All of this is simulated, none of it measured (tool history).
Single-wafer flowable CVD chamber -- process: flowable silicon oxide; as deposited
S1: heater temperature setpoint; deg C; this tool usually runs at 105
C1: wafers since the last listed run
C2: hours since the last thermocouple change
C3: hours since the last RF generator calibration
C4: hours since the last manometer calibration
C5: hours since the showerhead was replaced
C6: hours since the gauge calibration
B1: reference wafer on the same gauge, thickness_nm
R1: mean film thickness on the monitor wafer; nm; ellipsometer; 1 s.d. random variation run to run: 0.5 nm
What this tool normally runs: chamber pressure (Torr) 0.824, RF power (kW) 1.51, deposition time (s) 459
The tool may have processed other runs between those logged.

run 1 day=0 | S1=105 chamber_pressure_(Torr)=0.769 RF_power_(kW)=1.51 deposition_time_(s)=459 | C1=0 C2=560.5 C3=107.9 C4=1255.9 C5=7953 C6=719.3 | B1=216.939 | R1=208.054
run 2 day=3.104 | S1=105 chamber_pressure_(Torr)=0.824 RF_power_(kW)=1.51 deposition_time_(s)=459 | C1=431 C2=635 C3=182.4 C4=1330.4 C5=8027.5 C6=793.8 | B1=217.108 | R1=220.207
run 3 day=6.667 | S1=105 chamber_pressure_(Torr)=0.824 RF_power_(kW)=1.51 deposition_time_(s)=459 | C1=495 C2=720.5 C3=267.9 C4=1415.9 C5=8113 C6=879.3 | B1=217.034 | R1=220.759
run 4 day=17.029 | S1=105 chamber_pressure_(Torr)=0.824 RF_power_(kW)=1.51 deposition_time_(s)=459 | C1=1441 C2=969.2 C3=516.6 C4=1664.6 C5=8361.7 C6=1128 | B1=216.975 | R1=221.066
run 5 day=20.883 | S1=105 chamber_pressure_(Torr)=0.824 RF_power_(kW)=1.51 deposition_time_(s)=482 | C1=536 C2=1061.7 C3=609.1 C4=1757.1 C5=8454.2 C6=1220.5 | B1=217.075 | R1=232.574
run 6 day=22.429 | S1=105 chamber_pressure_(Torr)=0.824 RF_power_(kW)=1.51 deposition_time_(s)=482 | C1=215 C2=1098.8 C3=646.2 C4=1794.2 C5=8491.3 C6=1257.6 | B1=217.226 | R1=233.002
run 7 day=24.621 | S1=105 chamber_pressure_(Torr)=0.824 RF_power_(kW)=1.51 deposition_time_(s)=482 | C1=304 C2=1151.4 C3=698.8 C4=1846.8 C5=8543.9 C6=1310.2 | B1=216.903 | R1=233.464
-- day=28.296 showerhead replaced
run 8 day=30.167 | S1=105 chamber_pressure_(Torr)=0.824 RF_power_(kW)=1.51 deposition_time_(s)=459 | C1=725 C2=1284.5 C3=831.9 C4=1979.9 C5=44.9 C6=1443.3 | B1=216.709 | R1=222.343
run 9 day=31.988 | S1=105 chamber_pressure_(Torr)=0.824 RF_power_(kW)=1.51 deposition_time_(s)=459 | C1=253 C2=1328.2 C3=875.6 C4=2023.6 C5=88.6 C6=1487 | B1=217.039 | R1=223.106
run 10 day=36.038 | S1=105 chamber_pressure_(Torr)=0.824 RF_power_(kW)=1.51 deposition_time_(s)=431 | C1=563 C2=1425.4 C3=972.8 C4=2120.8 C5=185.8 C6=1584.2 | B1=216.979 | R1=208.889
-- day=37.188 RF generator calibrated
run 11 day=37.996 | S1=105 chamber_pressure_(Torr)=0.824 RF_power_(kW)=1.51 deposition_time_(s)=431 | C1=226 C2=1472.4 C3=19.4 C4=2167.8 C5=232.8 C6=1631.2 | B1=216.988 | R1=208.407
-- day=40.388 capacitance manometer re-zeroed and calibrated
run 12 day=45.371 | S1=105 chamber_pressure_(Torr)=0.824 RF_power_(kW)=1.51 deposition_time_(s)=431 | C1=979 C2=1649.4 C3=196.4 C4=119.6 C5=409.8 C6=1808.2 | B1=216.999 | R1=213.758
run 13 day=48.358 | S1=113 chamber_pressure_(Torr)=0.984 RF_power_(kW)=1.805 deposition_time_(s)=485 | C1=415 C2=1721.1 C3=268.1 C4=191.3 C5=481.5 C6=1879.9 | B1=217.085 | R1=231.879
run 14 day=50.162 | S1=105 chamber_pressure_(Torr)=0.824 RF_power_(kW)=1.595 deposition_time_(s)=459 | C1=250 C2=1764.4 C3=311.4 C4=234.6 C5=524.8 C6=1923.2 | B1=216.993 | R1=230.259
-- day=53.233 capacitance manometer re-zeroed and calibrated, repeated, since the last time left the tool worse
run 15 day=54.333 | S1=105 chamber_pressure_(Torr)=0.824 RF_power_(kW)=1.51 deposition_time_(s)=459 | C1=533 C2=1864.5 C3=411.5 C4=26.4 C5=624.9 C6=2023.3 | B1=217.158 | R1=217.43
run 16 day=58.812 | S1=115 chamber_pressure_(Torr)=0.685 RF_power_(kW)=1.655 deposition_time_(s)=459 | C1=623 C2=1972 C3=519 C4=133.9 C5=732.4 C6=2130.8 | B1=217.098 | R1=145.508
-- day=60.829 thermocouple changed; heater temperature recalibrated
run 17 day=61.746 | S1=105 chamber_pressure_(Torr)=0.679 RF_power_(kW)=1.23 deposition_time_(s)=459 | C1=361 C2=22 C3=589.4 C4=204.3 C5=802.8 C6=2201.2 | B1=217.297 | R1=175.607
run 18 day=64.783 | S1=105 chamber_pressure_(Torr)=0.824 RF_power_(kW)=1.51 deposition_time_(s)=459 | C1=422 C2=94.9 C3=662.3 C4=277.2 C5=875.7 C6=2274.1 | B1=216.979 | R1=218.786
-- day=64.9 gauge calibrated
run 19 day=66.775 | S1=105 chamber_pressure_(Torr)=0.824 RF_power_(kW)=1.51 deposition_time_(s)=459 | C1=277 C2=142.7 C3=710.1 C4=325 C5=923.5 C6=45 | B1=217.07 | R1=218.12
run 20 day=69.079 | S1=105 chamber_pressure_(Torr)=0.824 RF_power_(kW)=1.51 deposition_time_(s)=459 | C1=320 C2=198 C3=765.4 C4=380.3 C5=978.8 C6=100.3 | B1=216.902 | R1=219.678
-- day=77.954 RF generator calibrated
run 21 day=78.042 | S1=105 chamber_pressure_(Torr)=0.824 RF_power_(kW)=1.225 deposition_time_(s)=459 | C1=1200 C2=413.1 C3=2.1 C4=595.4 C5=1193.9 C6=315.4 | B1=216.871 | R1=205.003
run 22 day=81.288 | S1=99 chamber_pressure_(Torr)=0.824 RF_power_(kW)=1.325 deposition_time_(s)=377 | C1=451 C2=491 C3=80 C4=673.3 C5=1271.8 C6=393.3 | B1=216.879 | R1=206.842
run 23 day=83.667 | S1=105 chamber_pressure_(Torr)=0.724 RF_power_(kW)=1.725 deposition_time_(s)=459 | C1=330 C2=548.1 C3=137.1 C4=730.4 C5=1328.9 C6=450.4 | B1=216.763 | R1=204.996
run 24 day=87.258 | S1=105 chamber_pressure_(Torr)=0.824 RF_power_(kW)=1.51 deposition_time_(s)=459 | C1=499 C2=634.3 C3=223.3 C4=816.6 C5=1415.1 C6=536.6 | B1=216.871 | R1=219.863
run 25 day=88.921 | S1=101 chamber_pressure_(Torr)=0.714 RF_power_(kW)=1.425 deposition_time_(s)=459 | C1=231 C2=674.2 C3=263.2 C4=856.5 C5=1455 C6=576.5 | B1=216.983 | R1=216.936
run 26 day=91.2 | S1=105 chamber_pressure_(Torr)=0.824 RF_power_(kW)=1.51 deposition_time_(s)=459 | C1=317 C2=728.9 C3=317.9 C4=911.2 C5=1509.7 C6=631.2 | B1=217.089 | R1=219.836
run 27 day=92.888 | S1=105 chamber_pressure_(Torr)=0.897 RF_power_(kW)=1.51 deposition_time_(s)=459 | C1=234 C2=769.4 C3=358.4 C4=951.7 C5=1550.2 C6=671.7 | B1=217.113 | R1=235.926

Some steps in R1 between neighbouring runs. How much of each would the tool show without its hidden state too (settings, what came in, random variation), and how much is left for the hidden state, with any gauge scatter that isn't in both results?
Hidden conditions of the tool in this case: wafer temperature above the value expected at the setpoint (K); delivered RF power above the setpoint (%); true pressure above the setpoint (%); gauge reads high (%).
Run 11 -> 12: capacitance manometer re-zeroed and calibrated. R1 +5.351 nm: hidden state +4.97, all else +0.381.
Run 14 -> 15: RF power (kW) 1.595 -> 1.51, capacitance manometer re-zeroed and calibrated, repeated, since the last time left the tool worse. R1 -12.829 nm: hidden state -10.116, all else -2.713.
Run 15 -> 16: S1 105 -> 115, chamber pressure (Torr) 0.824 -> 0.685, RF power (kW) 1.51 -> 1.655. R1 -71.922 nm: hidden state +0.249, all else -72.171.
Run 17 -> 18: chamber pressure (Torr) 0.679 -> 0.824, RF power (kW) 1.23 -> 1.51. R1 +43.179 nm: hidden state +0.163, all else +43.016.
